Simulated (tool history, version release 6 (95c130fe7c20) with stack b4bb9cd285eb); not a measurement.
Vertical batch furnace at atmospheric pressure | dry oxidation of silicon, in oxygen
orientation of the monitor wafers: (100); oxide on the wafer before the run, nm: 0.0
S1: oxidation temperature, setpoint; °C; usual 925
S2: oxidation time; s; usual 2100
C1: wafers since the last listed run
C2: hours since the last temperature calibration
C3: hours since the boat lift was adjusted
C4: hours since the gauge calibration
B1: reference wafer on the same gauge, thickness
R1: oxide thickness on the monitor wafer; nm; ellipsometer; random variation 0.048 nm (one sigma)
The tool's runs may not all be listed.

run   hour   S1    S2    C1      C2      C3     C4     B1     R1
  1      0  925  2100     0  2006.4  2568.5  740.3  19.91  16.84
  2   15.2  925  2100   229  2021.6  2583.7  755.5  19.89  16.78
  3   49.2  940  1890   514  2055.6  2617.7  789.5   19.9  18.23
  4   76.6  940  1890   414    2083  2645.1  816.9  19.89  18.24
  5   93.6  940  1890   257    2100  2662.1  833.9  19.88  18.19
  6  110.8  938  2670   260  2117.2  2679.3  851.1   19.9  22.41
  7  127.9  938  2670   258  2134.3  2696.4  868.2   19.9  22.42
  8  152.7  925  2100   375  2159.1  2721.2    893  19.91   16.8
  9  183.5  925  2100   465  2189.9    2752  923.8  19.89  16.79
     191.6  -- gauge calibrated
 10    205  925  2100   325  2211.4  2773.5   13.4   19.9  16.81
 11  223.1  925  2100   273  2229.5  2791.6   31.5   19.9  16.74
 12  297.3  908  2100  1122  2303.7  2865.8  105.7  19.91   14.2
 13  330.3  908  2100   499  2336.7  2898.8  138.7  19.88  14.13
 14  354.4  925  2100   364  2360.8  2922.9  162.8   19.9  16.87
 15  384.8  925  2100   459  2391.2  2953.3  193.2   19.9   16.9
 16  419.2  925  2100   520  2425.6  2987.7  227.6  19.89  16.85
     471.9  -- thermocouples replaced and temperature profile calibrated
 17  472.4  934  2100   441     0.5  3040.9  280.8  19.88  18.43
     497.7  -- boat lift adjusted
 18  498.2  944  1740    27    26.3     0.5  306.6  19.91  18.07
 19  502.1  925  1740    58    30.2     4.4  310.5   19.9  14.86
 20  535.4  925  2100   503    63.5    37.7  343.8  19.89  16.81
 21  552.8  925  2100   263    80.9    55.1  361.2   19.9   16.8
 22  573.1  901  1260   307   101.2    75.4  381.5  19.89   9.25
 23  604.7  925  2100   477   132.8     107  413.1  19.91  16.87
 24  631.3  909  2100   402   159.4   133.6  439.7   19.9  14.33
 25  655.6  946  2100   367   183.7   157.9    464   19.9     21
 26  671.1  925  2100   234   199.2   173.4  479.5  19.91  16.83
 27    701  945  2820   452   229.1   203.3  509.4  19.91   25.1
 28  718.7  903  2100   267   246.8     221  527.1  19.89   13.5
 29  736.9  906  2850   275     265   239.2  545.3  19.91  17.07
 30  767.6  938  2670   464   295.7   269.9    576   19.9  22.36
 31  790.6  925  2100   347   318.7   292.9    599   19.9  16.84
 32  818.6  945  1830   423   346.7   320.9    627   19.9  18.95
 33  832.4  925  2100   208   360.5   334.7  640.8  19.88  16.82
 34  848.3  904  2100   240   376.4   350.6  656.7   19.9  13.57
 35    863  925  1350   222   391.1   365.3  671.4  19.91  12.53
 36  885.6  940  1890   341   413.7   387.9    694   19.9  18.27
 37  911.9  909  3090   397     440   414.2  720.3  19.88   18.6
 38  936.8  925  2100   376   464.9   439.1  745.2  19.91  16.82
 39  957.5  938  2520   313   485.6   459.8  765.9   19.9  21.47
 40  984.3  938  2670   405   512.4   486.6  792.7   19.9  22.47

3 ways to go on from here, each from the tool as it stands after run 40. What would each give?
  A  988.3  925  2100  60  516.4  490.6  796.7   ?   ?
  B  988.3  948  2430  60  516.4  490.6  796.7   ?   ?
  C  988.3  905  2100  60  516.4  490.6  796.7   ?   ?

run     B1     R1
  A  19.88   16.8
  B  19.88  23.55
  C  19.88  13.76
Without the tool's hidden state the same runs would have given:
run     R1
  A   16.8
  B  23.55
  C  13.76
